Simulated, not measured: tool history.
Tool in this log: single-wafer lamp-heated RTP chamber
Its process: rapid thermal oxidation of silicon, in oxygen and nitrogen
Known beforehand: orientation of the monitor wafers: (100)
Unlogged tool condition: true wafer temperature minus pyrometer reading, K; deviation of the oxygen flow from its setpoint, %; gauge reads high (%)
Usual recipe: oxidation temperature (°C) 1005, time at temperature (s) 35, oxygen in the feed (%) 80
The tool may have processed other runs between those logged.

| run | hour | oxidation temperature (°C) | time at temperature (s) | oxygen in the feed (%) | wafers since the last listed run | wafers since the last pyrometer calibration | hours since the oxygen flow controller was replaced | hours since the gauge calibration | read-back reference wafer on the same gauge, thickness | oxide thickness on the monitor wafer (nm) |
|---|---|---|---|---|---|---|---|---|---|---|
| 1 | 0.0 | 1025 | 27 | 80 | 0 | 964 | 5231.5 | 80.5 | 3.499 | 4.437 |
| 2 | 79.7 | 1025 | 27 | 80 | 657 | 1622 | 5311.2 | 160.2 | 3.502 | 4.449 |
| 3 | 155.5 | 1028 | 35 | 80 | 625 | 2248 | 5387.0 | 236.0 | 3.500 | 5.064 |
| 4 | 229.4 | 1005 | 35 | 80 | 610 | 2858 | 5460.9 | 309.9 | 3.501 | 4.332 |
| 5 | 318.8 | 1005 | 35 | 80 | 738 | 3596 | 5550.3 | 399.3 | 3.499 | 4.326 |
| 6 | 390.0 | 1005 | 35 | 80 | 587 | 4184 | 5621.5 | 470.5 | 3.499 | 4.336 |
| 7 | 461.7 | 1005 | 35 | 80 | 591 | 4776 | 5693.2 | 542.2 | 3.499 | 4.356 |
| 8 | 549.5 | 1005 | 35 | 80 | 724 | 5501 | 5781.0 | 630.0 | 3.501 | 4.353 |
| 9 | 596.8 | 1024 | 35 | 80 | 390 | 5891 | 5828.3 | 677.3 | 3.499 | 4.974 |
| 10 | 683.2 | 1024 | 35 | 80 | 713 | 6604 | 5914.7 | 763.7 | 3.499 | 4.975 |
| 11 | 723.5 | 1024 | 35 | 80 | 332 | 6937 | 5955.0 | 804.0 | 3.500 | 4.972 |
| 12 | 771.3 | 1005 | 35 | 80 | 394 | 7332 | 6002.8 | 851.8 | 3.498 | 4.361 |
|  | 850.1 | pyrometer window cleaned and pyrometer calibrated |
| 13 | 870.6 | 1005 | 35 | 80 | 753 | 169 | 6102.1 | 951.1 | 3.499 | 4.306 |
| 14 | 949.0 | 1005 | 35 | 80 | 647 | 816 | 6180.5 | 1029.5 | 3.500 | 4.287 |
| 15 | 1051.1 | 1005 | 35 | 80 | 842 | 1659 | 6282.6 | 1131.6 | 3.500 | 4.296 |
| 16 | 1090.4 | 1005 | 35 | 80 | 324 | 1983 | 6321.9 | 1170.9 | 3.499 | 4.310 |
| 17 | 1126.7 | 1005 | 35 | 80 | 299 | 2283 | 6358.2 | 1207.2 | 3.501 | 4.312 |
| 18 | 1166.0 | 976 | 24 | 52 | 324 | 2607 | 6397.5 | 1246.5 | 3.501 | 2.781 |
| 19 | 1211.9 | 984 | 43 | 98 | 378 | 2986 | 6443.4 | 1292.4 | 3.501 | 4.339 |
|  | 1270.7 | oxygen flow controller replaced |
| 20 | 1280.3 | 1031 | 35 | 98 | 498 | 3485 | 9.6 | 1360.8 | 3.500 | 5.564 |
| 21 | 1356.1 | 975 | 35 | 93 | 625 | 4111 | 85.4 | 1436.6 | 3.502 | 3.696 |
| 22 | 1457.8 | 978 | 49 | 60 | 839 | 4950 | 187.1 | 1538.3 | 3.500 | 3.769 |
| 23 | 1530.5 | 1025 | 35 | 61 | 600 | 5551 | 259.8 | 1611.0 | 3.500 | 4.549 |
|  | 1608.4 | pyrometer window cleaned and pyrometer calibrated |
| 24 | 1623.2 | 1005 | 23 | 80 | 699 | 122 | 352.5 | 1703.7 | 3.500 | 3.638 |
| 25 | 1692.1 | 1020 | 46 | 98 | 568 | 691 | 421.4 | 1772.6 | 3.502 | 5.752 |
| 26 | 1769.3 | 997 | 35 | 66 | 637 | 1328 | 498.6 | 1849.8 | 3.499 | 3.835 |
|  | 1799.9 | gauge calibrated |
| 27 | 1826.0 | 1005 | 35 | 80 | 468 | 1796 | 555.3 | 26.1 | 3.500 | 4.310 |
| 28 | 1886.8 | 1005 | 31 | 80 | 501 | 2298 | 616.1 | 86.9 | 3.501 | 4.113 |
| 29 | 2136.5 | 1025 | 29 | 98 | 2061 | 4359 | 865.8 | 336.6 | 3.500 | 4.922 |
|  | 2380.0 | pyrometer window cleaned and pyrometer calibrated |
| 30 | 2380.5 | 980 | 45 | 89 | 1948 | 3 | 1109.8 | 580.6 | 3.500 | 4.130 |
| 31 | 2479.6 | 1005 | 35 | 80 | 818 | 821 | 1208.9 | 679.7 | 3.499 | 4.298 |
| 32 | 2518.0 | 1025 | 52 | 80 | 317 | 1138 | 1247.3 | 718.1 | 3.500 | 5.854 |
| 33 | 2577.6 | 1005 | 35 | 53 | 492 | 1631 | 1306.9 | 777.7 | 3.499 | 3.774 |

Per-run results on a tool with no hidden state, each run keeping its own random variation:
| run | oxide thickness on the monitor wafer (nm) |
|---|---|
| 1 | 4.416 |
| 2 | 4.422 |
| 3 | 5.026 |
| 4 | 4.294 |
| 5 | 4.280 |
| 6 | 4.285 |
| 7 | 4.300 |
| 8 | 4.289 |
| 9 | 4.897 |
| 10 | 4.890 |
| 11 | 4.885 |
| 12 | 4.280 |
| 13 | 4.298 |
| 14 | 4.273 |
| 15 | 4.275 |
| 16 | 4.285 |
| 17 | 4.284 |
| 18 | 2.766 |
| 19 | 4.304 |
| 20 | 5.513 |
| 21 | 3.659 |
| 22 | 3.725 |
| 23 | 4.489 |
| 24 | 3.631 |
| 25 | 5.734 |
| 26 | 3.818 |
| 27 | 4.287 |
| 28 | 4.087 |
| 29 | 4.867 |
| 30 | 4.127 |
| 31 | 4.288 |
| 32 | 5.836 |
| 33 | 3.759 |
